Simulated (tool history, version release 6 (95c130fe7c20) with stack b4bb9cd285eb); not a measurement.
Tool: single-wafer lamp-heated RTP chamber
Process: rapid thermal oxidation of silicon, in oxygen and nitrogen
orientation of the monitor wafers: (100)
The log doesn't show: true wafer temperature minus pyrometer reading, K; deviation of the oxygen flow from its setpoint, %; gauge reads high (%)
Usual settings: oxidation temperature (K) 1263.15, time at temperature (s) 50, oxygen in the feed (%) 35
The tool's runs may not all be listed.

run	hour	oxidation temperature (K)	time at temperature (s)	oxygen in the feed (%)	wafers since the last listed run	wafers since the last pyrometer calibration	hours since the oxygen flow controller was replaced	hours since the gauge calibration	read-back reference wafer on the same gauge, thickness	oxide thickness on the monitor wafer (nm)
1	0.0	1263.15	50	43	0	3027	4741.6	566.3	4.332	4.072
2	98.9	1263.15	50	35	428	3456	4840.5	665.2	4.347	3.868
3	154.4	1263.15	50	35	240	3696	4896.0	720.7	4.338	3.852
4	233.5	1263.15	50	35	342	4039	4975.1	799.8	4.336	3.852
5	305.0	1263.15	42	35	309	4348	5046.6	871.3	4.341	3.636
6	369.8	1263.15	42	35	280	4629	5111.4	936.1	4.339	3.649
7	454.5	1263.15	50	35	366	4996	5196.1	1020.8	4.340	3.890
# hour 509.0: oxygen flow controller replaced
8	509.5	1263.15	50	35	203	5199	0.5	1075.8	4.344	3.890
9	586.9	1263.15	61	17	335	5534	77.9	1153.2	4.340	3.461
10	680.5	1263.15	50	18	405	5940	171.5	1246.8	4.342	3.286
# hour 737.3: pyrometer window cleaned and pyrometer calibrated
# hour 740.8: gauge calibrated
11	748.8	1278.15	34	65	261	49	239.8	8.0	4.339	4.307
12	845.6	1242.15	28	35	419	468	336.6	104.8	4.336	2.829
13	934.0	1263.15	50	44	382	851	425.0	193.2	4.344	4.072
14	992.3	1263.15	50	35	252	1104	483.3	251.5	4.339	3.824
15	1058.2	1263.15	50	35	285	1389	549.2	317.4	4.340	3.790
16	1106.2	1274.15	32	35	207	1597	597.2	365.4	4.343	3.485
17	1178.6	1263.15	50	62	313	1911	669.6	437.8	4.348	4.542

The same runs without the tool's hidden state, with the same run-to-run variation:
run	oxide thickness on the monitor wafer (nm)
1	4.000
2	3.795
3	3.774
4	3.767
5	3.555
6	3.562
7	3.785
8	3.780
9	3.374
10	3.202
11	4.293
12	2.819
13	4.041
14	3.792
15	3.752
16	3.450
17	4.477
